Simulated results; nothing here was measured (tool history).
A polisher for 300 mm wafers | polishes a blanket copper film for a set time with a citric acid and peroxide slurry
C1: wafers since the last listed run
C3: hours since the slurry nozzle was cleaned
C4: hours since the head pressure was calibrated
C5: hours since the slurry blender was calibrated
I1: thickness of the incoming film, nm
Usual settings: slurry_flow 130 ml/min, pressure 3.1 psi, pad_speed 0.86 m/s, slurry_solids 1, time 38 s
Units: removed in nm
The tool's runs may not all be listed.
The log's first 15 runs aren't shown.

Run 16, hour 574.1: usual settings but pressure 2.6 psi, slurry_solids 0.75, time 33 s; C1 388; wafers polished on this pad 2663; C3 59.7; C4 48.3; C5 105; I1 1182.7. Result: removed 45.1 nm.
Run 17, hour 591.8: usual settings; C1 276; wafers polished on this pad 2939; C3 77.4; C4 66; C5 122.7; I1 1211.6. Result: removed 61.6 nm.
Run 18, hour 609.6: usual settings but slurry_flow 165 ml/min, pad_speed 0.94 m/s, slurry_solids 0.9, time 45 s; C1 277; wafers polished on this pad 3217; C3 95.2; C4 83.8; C5 140.5; I1 1190.2. Result: removed 79.8 nm.
At hour 696.4: worn pad replaced by a new one.
Run 19, hour 713: usual settings but slurry_solids 1.25; C1 1551; wafers polished on this pad 259; C3 198.6; C4 187.2; C5 243.9; I1 1190.2. Result: removed 67.5 nm.
At hour 735: slurry blender recalibrated.
Run 20, hour 746.2: usual settings; C1 487; wafers polished on this pad 746; C3 231.8; C4 220.4; C5 11.2; I1 1193.9. Result: removed 64.8 nm.
Run 21, hour 776.6: usual settings; C1 474; wafers polished on this pad 1220; C3 262.2; C4 250.8; C5 41.6; I1 1185.9. Result: removed 63.1 nm.
Run 22, hour 808.5: usual settings but pad_speed 1.12 m/s, time 45 s; C1 498; wafers polished on this pad 1718; C3 294.1; C4 282.7; C5 73.5; I1 1184.8. Result: removed 94.5 nm.
Run 23, hour 822.5: usual settings but pressure 3.5 psi, pad_speed 0.62 m/s, slurry_solids 0.7; C1 218; wafers polished on this pad 1937; C3 308.1; C4 296.7; C5 87.5; I1 1184.7. Result: removed 47.6 nm.
Run 24, hour 848.8: usual settings but pressure 3.6 psi, pad_speed 0.6 m/s, slurry_solids 1.1, time 30 s; C1 410; wafers polished on this pad 2348; C3 334.4; C4 323; C5 113.8; I1 1197.9. Result: removed 41.6 nm.
Run 25, hour 883.4: usual settings but slurry_flow 165 ml/min, pressure 4.1 psi, pad_speed 0.74 m/s, slurry_solids 0.85; C1 540; wafers polished on this pad 2888; C3 369; C4 357.6; C5 148.4; I1 1184.8. Result: removed 67.3 nm.
Run 26, hour 911.6: usual settings but pressure 2.3 psi; C1 440; wafers polished on this pad 3328; C3 397.2; C4 385.8; C5 176.6; I1 1186.6. Result: removed 51.4 nm.
Run 27, hour 941.1: usual settings but slurry_solids 1.15, time 31 s; C1 460; wafers polished on this pad 3789; C3 426.7; C4 415.3; C5 206.1; I1 1189.3. Result: removed 50.2 nm.
Run 28, hour 968.4: usual settings but pressure 2.7 psi, time 31 s; C1 426; wafers polished on this pad 4215; C3 454; C4 442.6; C5 233.4; I1 1195.8. Result: removed 44.1 nm.
Run 29, hour 1003: usual settings; C1 540; wafers polished on this pad 4755; C3 488.6; C4 477.2; C5 268; I1 1185.3. Result: removed 57.6 nm.
Run 30, hour 1036: usual settings but pressure 3.9 psi, slurry_solids 0.85; C1 515; wafers polished on this pad 5270; C3 521.6; C4 510.2; C5 301; I1 1194.7. Result: removed 62.9 nm.
At hour 1038.1: slurry nozzle cleaned.
At hour 1045.8: worn pad replaced by a new one.
At hour 1058.9: slurry blender recalibrated.
Run 31, hour 1068.9: usual settings; C1 404; wafers polished on this pad 330; C3 30.8; C4 543.1; C5 10; I1 1192.8. Result: removed 62.3 nm.

Forecast each of these 3 alternatives for the next run:
Run A, hour 1069.3: usual settings but pad_speed 1.1 m/s; C1 6; wafers polished on this pad 336; C3 31.2; C4 543.5; C5 10.4; I1 1201.5. Result: removed ?.
Run B, hour 1069.3: usual settings but slurry_solids 0.75; C1 6; wafers polished on this pad 336; C3 31.2; C4 543.5; C5 10.4; I1 1201.5. Result: removed ?.
Run C, hour 1069.3: usual settings but slurry_flow 170 ml/min; C1 6; wafers polished on this pad 336; C3 31.2; C4 543.5; C5 10.4; I1 1201.5. Result: removed ?.

run  removed
  A     78.5
  B     59.5
  C     66.6
Without the tool's hidden state the same runs would have given:
run  removed
  A     78.9
  B     59.8
  C     66.9
